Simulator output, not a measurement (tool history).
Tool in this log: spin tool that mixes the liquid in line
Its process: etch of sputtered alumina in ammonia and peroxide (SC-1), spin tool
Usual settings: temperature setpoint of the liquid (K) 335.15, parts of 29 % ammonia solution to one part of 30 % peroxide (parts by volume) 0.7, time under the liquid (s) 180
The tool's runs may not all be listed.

run	day	temperature setpoint of the liquid (K)	parts of 29 % ammonia solution to one part of 30 % peroxide (parts by volume)	time under the liquid (s)	wafers since the last listed run	hours since the thermometer was replaced	hours since the ammonia flow meter was replaced	hours since the heated supply line was repaired	hours since the drum of ammonia solution was connected	hours since the gauge calibration	read-back film thickness of the sputtered alumina reference wafer, read on the same gauge (nm)	thickness taken off the sputtered alumina on a monitor wafer (angstrom)
1	0	335.15	0.7	180	0	2405.6	1095.5	924.8	125.8	146.7	50	131.3
2	0.417	335.15	0.7	180	73	2415.6	1105.5	934.8	135.8	156.7	49.99	130.9
3	0.812	340.15	0.7	180	69	2425.1	1115	944.3	145.3	166.2	49.98	166.4
4	1.208	340.15	0.7	180	69	2434.6	1124.5	953.8	154.8	175.7	49.99	169
5	1.629	340.15	0.7	180	73	2444.7	1134.6	963.9	164.9	185.8	50	166.5
# day 2.108: gauge calibrated
6	2.179	337.15	0.7	180	96	2457.9	1147.8	977.1	178.1	1.7	49.98	142.4
7	2.438	337.15	0.7	180	45	2464.1	1154	983.3	184.3	7.9	50	141.4
8	3.167	330.65	1.05	180	127	2481.6	1171.5	1000.8	201.8	25.4	50.01	104.8
# day 3.288: ammonia flow meter replaced
9	3.6	335.15	0.7	180	68	2492	7.5	1011.2	212.2	35.8	49.99	127
# day 3.65: thermometer replaced
# day 3.85: heated supply line repaired
# day 4.025: new drum of ammonia solution connected
10	4.288	335.15	0.7	245	98	15.3	24	10.5	6.3	52.3	50	219.9
11	4.871	343.15	0.9	225	102	29.3	38	24.5	20.3	66.3	49.97	309
12	5.233	331.65	0.7	225	63	38	46.7	33.2	29	75	50	167.4
13	5.717	335.15	0.7	180	84	49.6	58.3	44.8	40.6	86.6	50	160.6
14	6.317	327.15	0.7	180	105	64	72.7	59.2	55	101	49.99	104.7

Exercise: give the hidden state of the tool at every run:
liquid hotter than its thermometer reads (K): 0 across all the runs
ammonia flow below the setpoint (%): 0 across all the runs
ammonia solution weaker than its label (%): 0 across all the runs
gauge reads high (%): 0 across all the runs
H1: temperature lost on the way to the wafer (K)
run	H1
1	4.57
2	4.61
3	4.65
4	4.69
5	4.73
6	4.79
7	4.82
8	4.89
9	4.94
10	0.308
11	0.367
12	0.404
13	0.453
14	0.514
